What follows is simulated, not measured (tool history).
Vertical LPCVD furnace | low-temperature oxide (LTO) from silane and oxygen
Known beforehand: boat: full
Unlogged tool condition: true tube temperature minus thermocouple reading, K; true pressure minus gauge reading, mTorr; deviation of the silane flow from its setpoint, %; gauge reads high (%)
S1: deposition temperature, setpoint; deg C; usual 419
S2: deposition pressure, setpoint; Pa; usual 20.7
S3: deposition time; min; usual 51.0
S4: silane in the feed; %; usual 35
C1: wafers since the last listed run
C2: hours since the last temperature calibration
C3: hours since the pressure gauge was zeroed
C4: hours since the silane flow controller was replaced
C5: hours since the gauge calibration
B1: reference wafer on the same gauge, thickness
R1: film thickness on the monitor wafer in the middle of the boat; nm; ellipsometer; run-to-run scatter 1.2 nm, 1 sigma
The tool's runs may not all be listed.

run	day	S1	S2	S3	S4	C1	C2	C3	C4	C5	B1	R1
1	0.000	419	20.7	51.0	35	0	4414.1	3239.7	1822.2	2607.6	424.64	384.77
2	2.879	419	20.7	51.0	35	759	4483.2	3308.8	1891.3	2676.7	425.17	385.97
3	5.542	419	20.7	51.0	35	702	4547.1	3372.7	1955.2	2740.6	424.86	384.04
4	9.200	419	18.7	51.0	35	965	4634.9	3460.5	2043.0	2828.4	425.19	348.71
5	10.842	419	18.7	51.0	35	433	4674.3	3499.9	2082.4	2867.8	425.00	348.70
6	14.533	419	18.7	51.0	35	974	4762.9	3588.5	2171.0	2956.4	424.34	350.91
7	16.188	427	20.7	51.0	35	436	4802.6	3628.2	2210.7	2996.1	425.39	421.76
8	20.250	419	20.7	51.0	35	1072	4900.1	3725.7	2308.2	3093.6	425.00	386.61
9	24.438	419	20.7	51.0	35	1105	5000.6	3826.2	2408.7	3194.1	425.60	385.92
10	27.183	419	20.7	51.0	35	724	5066.5	3892.1	2474.6	3260.0	425.40	389.23
11	29.146	412	20.7	40.0	35	518	5113.6	3939.2	2521.7	3307.1	425.18	282.63
# day 29.367: gauge calibrated
# day 30.254: thermocouples replaced and temperature profile calibrated
# day 31.454: silane flow controller replaced
12	32.600	419	17.3	66.5	41	383	56.3	4022.1	27.5	77.6	425.17	493.25
13	36.067	419	20.7	51.0	40	915	139.5	4105.3	110.7	160.8	425.54	436.91
14	40.529	423	18.7	45.5	38	1177	246.6	4212.4	217.8	267.9	424.40	347.93
15	43.117	424	24.7	32.5	41	682	308.7	4274.5	279.9	330.0	425.16	359.99
16	44.854	419	20.7	69.0	30	458	350.4	4316.2	321.6	371.7	425.08	408.66
17	47.671	419	20.7	51.0	32	743	418.0	4383.8	389.2	439.3	424.84	331.66
18	51.112	419	20.7	51.0	35	908	500.6	4466.4	471.8	521.9	425.22	372.72
# day 53.533: pressure gauge zeroed
19	54.767	419	20.7	51.0	35	700	588.3	29.6	559.5	609.6	424.86	373.75
20	56.850	415	20.7	32.0	35	549	638.3	79.6	609.5	659.6	424.76	225.05
21	60.246	424	22.0	51.0	35	896	719.8	161.1	691.0	741.1	424.71	419.15
22	61.796	419	24.0	51.0	37	409	757.0	198.3	728.2	778.3	425.02	466.84
23	66.050	416	25.3	51.0	33	1122	859.1	300.4	830.3	880.4	424.51	412.15
24	68.888	426	20.7	51.0	35	748	927.2	368.5	898.4	948.5	424.77	400.88
25	71.288	419	20.7	51.0	35	633	984.8	426.1	956.0	1006.1	425.48	376.42
26	73.775	419	20.7	71.5	35	656	1044.5	485.8	1015.7	1065.8	424.64	526.89
27	77.667	419	20.7	51.0	35	1027	1137.9	579.2	1109.1	1159.2	425.38	375.12
28	81.067	415	20.7	32.0	35	897	1219.5	660.8	1190.7	1240.8	425.80	224.66
29	84.304	419	20.7	51.0	31	854	1297.2	738.5	1268.4	1318.5	425.24	317.60
30	87.817	419	20.7	64.5	35	927	1381.5	822.8	1352.7	1402.8	425.62	473.76
31	89.379	430	20.7	51.0	35	412	1419.0	860.3	1390.2	1440.3	425.42	419.35

4 options for the next run, each taken on its own from the tool as it stands now. Forecast them:
A	89.592	419	20.7	51.0	35	56	1424.1	865.4	1395.3	1445.4	?	?
B	89.592	419	20.7	71.5	39	56	1424.1	865.4	1395.3	1445.4	?	?
C	89.592	419	20.7	51.0	39	56	1424.1	865.4	1395.3	1445.4	?	?
D	89.592	409	22.7	58.0	29	56	1424.1	865.4	1395.3	1445.4	?	?

run	B1	R1
A	424.76	373.61
B	424.76	597.66
C	424.76	426.30
D	424.76	322.07
What these runs would have given with no unlogged condition in the tool:
run	R1
A	371.48
B	594.36
C	423.95
D	320.07
